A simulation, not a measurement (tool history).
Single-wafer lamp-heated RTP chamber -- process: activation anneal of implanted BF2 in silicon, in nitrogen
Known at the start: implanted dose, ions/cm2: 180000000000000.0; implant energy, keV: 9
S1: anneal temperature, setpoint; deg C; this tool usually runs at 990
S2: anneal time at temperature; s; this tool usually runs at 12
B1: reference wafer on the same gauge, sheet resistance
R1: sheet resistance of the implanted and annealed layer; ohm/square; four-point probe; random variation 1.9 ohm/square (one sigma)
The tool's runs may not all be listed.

{"run": 1, "day": 0.0, "S1": 990, "S2": 9, "B1": 623.29, "R1": 597.12}
{"run": 2, "day": 2.975, "S1": 990, "S2": 9, "B1": 624.7, "R1": 597.06}
{"run": 3, "day": 6.367, "S1": 990, "S2": 12, "B1": 626.41, "R1": 597.22}
{"run": 4, "day": 8.792, "S1": 990, "S2": 12, "B1": 628.19, "R1": 596.09}
{"run": 5, "day": 13.208, "S1": 990, "S2": 12, "B1": 629.28, "R1": 602.49}
{"day": 14.067, "done": "reflector plate cleaned"}
{"run": 6, "day": 17.546, "S1": 990, "S2": 12, "B1": 632.31, "R1": 597.89}
{"run": 7, "day": 21.062, "S1": 990, "S2": 12, "B1": 633.69, "R1": 602.01}
{"day": 22.021, "done": "pyrometer window cleaned and pyrometer calibrated"}
{"run": 8, "day": 23.767, "S1": 966, "S2": 12, "B1": 636.02, "R1": 614.23}
{"run": 9, "day": 26.358, "S1": 1000, "S2": 9, "B1": 637.09, "R1": 603.01}
{"run": 10, "day": 28.8, "S1": 1016, "S2": 12, "B1": 637.78, "R1": 596.01}
{"day": 30.642, "done": "gauge calibrated"}
{"run": 11, "day": 31.45, "S1": 1008, "S2": 12, "B1": 609.57, "R1": 572.94}
{"day": 34.175, "done": "reflector plate cleaned"}
{"run": 12, "day": 35.196, "S1": 990, "S2": 19, "B1": 610.34, "R1": 571.34}
{"run": 13, "day": 37.004, "S1": 990, "S2": 12, "B1": 612.03, "R1": 579.33}
{"run": 14, "day": 39.029, "S1": 1001, "S2": 12, "B1": 612.79, "R1": 573.97}
{"run": 15, "day": 41.304, "S1": 977, "S2": 10, "B1": 613.82, "R1": 588.71}
{"run": 16, "day": 44.8, "S1": 990, "S2": 12, "B1": 615.3, "R1": 587.62}
{"run": 17, "day": 48.171, "S1": 1007, "S2": 8, "B1": 616.38, "R1": 584.87}
{"run": 18, "day": 51.879, "S1": 990, "S2": 8, "B1": 619.62, "R1": 592.12}

Consider 3 possible next runs. They are alternatives, not a sequence: every one starts from the tool as it was left by run 18. What does each give?
{"run": "A", "day": 51.896, "S1": 990, "S2": 14, "B1": "?", "R1": "?"}
{"run": "B", "day": 51.896, "S1": 1003, "S2": 12, "B1": "?", "R1": "?"}
{"run": "C", "day": 51.896, "S1": 999, "S2": 7, "B1": "?", "R1": "?"}

run=A B1=619.16 R1=587.28
run=B B1=619.16 R1=583.36
run=C B1=619.16 R1=590.26
Without the tool's hidden state the same runs would have given:
run=A R1=578.66
run=B R1=574.80
run=C R1=581.59
